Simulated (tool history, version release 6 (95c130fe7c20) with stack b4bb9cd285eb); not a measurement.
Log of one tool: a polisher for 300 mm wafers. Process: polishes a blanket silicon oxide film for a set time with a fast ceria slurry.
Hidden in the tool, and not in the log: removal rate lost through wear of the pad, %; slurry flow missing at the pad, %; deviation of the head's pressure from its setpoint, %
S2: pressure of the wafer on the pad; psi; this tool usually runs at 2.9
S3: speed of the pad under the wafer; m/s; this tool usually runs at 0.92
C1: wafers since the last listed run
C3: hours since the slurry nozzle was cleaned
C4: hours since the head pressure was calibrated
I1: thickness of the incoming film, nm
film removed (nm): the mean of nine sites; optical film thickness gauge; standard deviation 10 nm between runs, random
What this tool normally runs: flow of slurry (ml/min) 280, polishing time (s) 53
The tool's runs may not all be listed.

run 1 hour=0 | flow_of_slurry_(ml/min)=280 S2=2.9 S3=0.92 polishing_time_(s)=53 | C1=0 wafers_polished_on_this_pad=69 C3=208.3 C4=441.1 | I1=2286.8 | film_removed_(nm)=744.6
run 2 hour=16.3 | flow_of_slurry_(ml/min)=280 S2=2.9 S3=0.92 polishing_time_(s)=53 | C1=195 wafers_polished_on_this_pad=264 C3=224.6 C4=457.4 | I1=2328.1 | film_removed_(nm)=741.3
run 3 hour=35.5 | flow_of_slurry_(ml/min)=280 S2=2.9 S3=0.98 polishing_time_(s)=53 | C1=230 wafers_polished_on_this_pad=494 C3=243.8 C4=476.6 | I1=2345.8 | film_removed_(nm)=799.7
run 4 hour=52.4 | flow_of_slurry_(ml/min)=280 S2=2.9 S3=0.98 polishing_time_(s)=53 | C1=202 wafers_polished_on_this_pad=697 C3=260.7 C4=493.5 | I1=2280.9 | film_removed_(nm)=773.1
run 5 hour=87.6 | flow_of_slurry_(ml/min)=280 S2=2.9 S3=0.92 polishing_time_(s)=61 | C1=421 wafers_polished_on_this_pad=1119 C3=295.9 C4=528.7 | I1=2298.9 | film_removed_(nm)=857.6
run 6 hour=116 | flow_of_slurry_(ml/min)=250 S2=2.9 S3=0.92 polishing_time_(s)=53 | C1=340 wafers_polished_on_this_pad=1459 C3=324.3 C4=557.1 | I1=2278.5 | film_removed_(nm)=731.6
-- hour=117.1 slurry nozzle cleaned
run 7 hour=138.7 | flow_of_slurry_(ml/min)=250 S2=2.9 S3=0.92 polishing_time_(s)=53 | C1=260 wafers_polished_on_this_pad=1719 C3=21.6 C4=579.8 | I1=2294.2 | film_removed_(nm)=771
run 8 hour=164.1 | flow_of_slurry_(ml/min)=250 S2=2.9 S3=0.92 polishing_time_(s)=53 | C1=304 wafers_polished_on_this_pad=2023 C3=47 C4=605.2 | I1=2297.7 | film_removed_(nm)=780.8
-- hour=172.1 head pressure recalibrated
run 9 hour=198.9 | flow_of_slurry_(ml/min)=280 S2=2.9 S3=0.92 polishing_time_(s)=53 | C1=393 wafers_polished_on_this_pad=2417 C3=81.8 C4=26.8 | I1=2301.7 | film_removed_(nm)=764.6
run 10 hour=230.2 | flow_of_slurry_(ml/min)=280 S2=2.9 S3=0.92 polishing_time_(s)=53 | C1=375 wafers_polished_on_this_pad=2792 C3=113.1 C4=58.1 | I1=2317.9 | film_removed_(nm)=752.5
-- hour=258.6 worn pad replaced by a new one
run 11 hour=259.6 | flow_of_slurry_(ml/min)=280 S2=2.9 S3=0.92 polishing_time_(s)=53 | C1=304 wafers_polished_on_this_pad=12 C3=142.5 C4=87.5 | I1=2272 | film_removed_(nm)=755
run 12 hour=276.4 | flow_of_slurry_(ml/min)=280 S2=2.9 S3=0.92 polishing_time_(s)=53 | C1=201 wafers_polished_on_this_pad=213 C3=159.3 C4=104.3 | I1=2267 | film_removed_(nm)=753.3
run 13 hour=307 | flow_of_slurry_(ml/min)=280 S2=2.9 S3=0.92 polishing_time_(s)=53 | C1=366 wafers_polished_on_this_pad=580 C3=189.9 C4=134.9 | I1=2253.3 | film_removed_(nm)=751.9
run 14 hour=325.5 | flow_of_slurry_(ml/min)=280 S2=2.9 S3=0.92 polishing_time_(s)=39 | C1=221 wafers_polished_on_this_pad=801 C3=208.4 C4=153.4 | I1=2323 | film_removed_(nm)=530.1
run 15 hour=337.9 | flow_of_slurry_(ml/min)=245 S2=3.3 S3=0.78 polishing_time_(s)=38 | C1=148 wafers_polished_on_this_pad=950 C3=220.8 C4=165.8 | I1=2295 | film_removed_(nm)=515.7
run 16 hour=361.1 | flow_of_slurry_(ml/min)=330 S2=2 S3=0.92 polishing_time_(s)=53 | C1=278 wafers_polished_on_this_pad=1228 C3=244 C4=189 | I1=2340.1 | film_removed_(nm)=525.1
run 17 hour=374.5 | flow_of_slurry_(ml/min)=340 S2=3.4 S3=0.92 polishing_time_(s)=53 | C1=160 wafers_polished_on_this_pad=1389 C3=257.4 C4=202.4 | I1=2275 | film_removed_(nm)=892
run 18 hour=388 | flow_of_slurry_(ml/min)=280 S2=2.9 S3=1.12 polishing_time_(s)=53 | C1=161 wafers_polished_on_this_pad=1550 C3=270.9 C4=215.9 | I1=2272 | film_removed_(nm)=878.4
run 19 hour=417.6 | flow_of_slurry_(ml/min)=210 S2=3.5 S3=0.92 polishing_time_(s)=64 | C1=354 wafers_polished_on_this_pad=1905 C3=300.5 C4=245.5 | I1=2340.6 | film_removed_(nm)=1041.9
-- hour=437.3 slurry nozzle cleaned
run 20 hour=441.8 | flow_of_slurry_(ml/min)=225 S2=2.9 S3=1.2 polishing_time_(s)=53 | C1=278 wafers_polished_on_this_pad=2183 C3=4.5 C4=269.7 | I1=2308.2 | film_removed_(nm)=985.3
run 21 hour=475.6 | flow_of_slurry_(ml/min)=280 S2=2.9 S3=0.92 polishing_time_(s)=53 | C1=405 wafers_polished_on_this_pad=2588 C3=38.3 C4=303.5 | I1=2311.8 | film_removed_(nm)=770
-- hour=507 worn pad replaced by a new one
run 22 hour=552.9 | flow_of_slurry_(ml/min)=280 S2=2.9 S3=0.92 polishing_time_(s)=53 | C1=878 wafers_polished_on_this_pad=549 C3=115.6 C4=380.8 | I1=2269.9 | film_removed_(nm)=742.8
run 23 hour=568.3 | flow_of_slurry_(ml/min)=280 S2=2.9 S3=0.92 polishing_time_(s)=53 | C1=184 wafers_polished_on_this_pad=734 C3=131 C4=396.2 | I1=2322.8 | film_removed_(nm)=768.2
run 24 hour=595.2 | flow_of_slurry_(ml/min)=365 S2=2.3 S3=0.66 polishing_time_(s)=42 | C1=322 wafers_polished_on_this_pad=1056 C3=157.9 C4=423.1 | I1=2311.9 | film_removed_(nm)=359.3
run 25 hour=622.3 | flow_of_slurry_(ml/min)=280 S2=2.9 S3=0.92 polishing_time_(s)=53 | C1=324 wafers_polished_on_this_pad=1381 C3=185 C4=450.2 | I1=2284.4 | film_removed_(nm)=755.8
run 26 hour=647.2 | flow_of_slurry_(ml/min)=280 S2=2.9 S3=1.1 polishing_time_(s)=53 | C1=298 wafers_polished_on_this_pad=1679 C3=209.9 C4=475.1 | I1=2316.2 | film_removed_(nm)=860.8
run 27 hour=680.9 | flow_of_slurry_(ml/min)=215 S2=2.9 S3=0.92 polishing_time_(s)=53 | C1=403 wafers_polished_on_this_pad=2083 C3=243.6 C4=508.8 | I1=2305.7 | film_removed_(nm)=731
run 28 hour=701.4 | flow_of_slurry_(ml/min)=190 S2=2.9 S3=0.92 polishing_time_(s)=60 | C1=245 wafers_polished_on_this_pad=2329 C3=264.1 C4=529.3 | I1=2281.6 | film_removed_(nm)=799
-- hour=723.5 head pressure recalibrated
-- hour=734.4 worn pad replaced by a new one
run 29 hour=736.9 | flow_of_slurry_(ml/min)=280 S2=2.9 S3=1.22 polishing_time_(s)=53 | C1=353 wafers_polished_on_this_pad=29 C3=299.6 C4=13.4 | I1=2299.4 | film_removed_(nm)=945.5
run 30 hour=768.2 | flow_of_slurry_(ml/min)=280 S2=2.9 S3=0.68 polishing_time_(s)=53 | C1=375 wafers_polished_on_this_pad=404 C3=330.9 C4=44.7 | I1=2285 | film_removed_(nm)=558.4
-- hour=783.2 slurry nozzle cleaned
run 31 hour=783.7 | flow_of_slurry_(ml/min)=280 S2=3.8 S3=0.8 polishing_time_(s)=67 | C1=173 wafers_polished_on_this_pad=578 C3=0.5 C4=60.2 | I1=2322.2 | film_removed_(nm)=1175.3
run 32 hour=869.4 | flow_of_slurry_(ml/min)=235 S2=2.3 S3=0.8 polishing_time_(s)=37 | C1=1026 wafers_polished_on_this_pad=1605 C3=86.2 C4=145.9 | I1=2282.3 | film_removed_(nm)=361.2
run 33 hour=895.4 | flow_of_slurry_(ml/min)=280 S2=2.9 S3=0.92 polishing_time_(s)=53 | C1=311 wafers_polished_on_this_pad=1917 C3=112.2 C4=171.9 | I1=2282.5 | film_removed_(nm)=754
run 34 hour=914.1 | flow_of_slurry_(ml/min)=280 S2=2.9 S3=0.92 polishing_time_(s)=53 | C1=224 wafers_polished_on_this_pad=2141 C3=130.9 C4=190.6 | I1=2330.8 | film_removed_(nm)=746.2
run 35 hour=965.2 | flow_of_slurry_(ml/min)=335 S2=2.5 S3=1.02 polishing_time_(s)=38 | C1=612 wafers_polished_on_this_pad=2753 C3=182 C4=241.7 | I1=2300.4 | film_removed_(nm)=524.8
run 36 hour=985.7 | flow_of_slurry_(ml/min)=215 S2=2.9 S3=0.92 polishing_time_(s)=53 | C1=245 wafers_polished_on_this_pad=2999 C3=202.5 C4=262.2 | I1=2304.2 | film_removed_(nm)=723.5

What was the tool's hidden state at every run in the log?
removal rate lost through wear of the pad, %: 0 at every run
deviation of the head's pressure from its setpoint, %: 0 at every run
H1: slurry flow missing at the pad, %
run=1 H1=38.2
run=2 H1=39
run=3 H1=39.9
run=4 H1=40.5
run=5 H1=41.6
run=6 H1=42.2
run=7 H1=12.3
run=8 H1=19.5
run=9 H1=27
run=10 H1=32
run=11 H1=35.5
run=12 H1=37.1
run=13 H1=39.5
run=14 H1=40.6
run=15 H1=41.3
run=16 H1=42.4
run=17 H1=42.9
run=18 H1=43.3
run=19 H1=44.1
run=20 H1=7.07
run=21 H1=17.9
run=22 H1=33
run=23 H1=34.9
run=24 H1=37.7
run=25 H1=39.9
run=26 H1=41.4
run=27 H1=43
run=28 H1=43.8
run=29 H1=44.8
run=30 H1=45.5
run=31 H1=0.959
run=32 H1=23.9
run=33 H1=28
run=34 H1=30.3
run=35 H1=35.1
run=36 H1=36.4
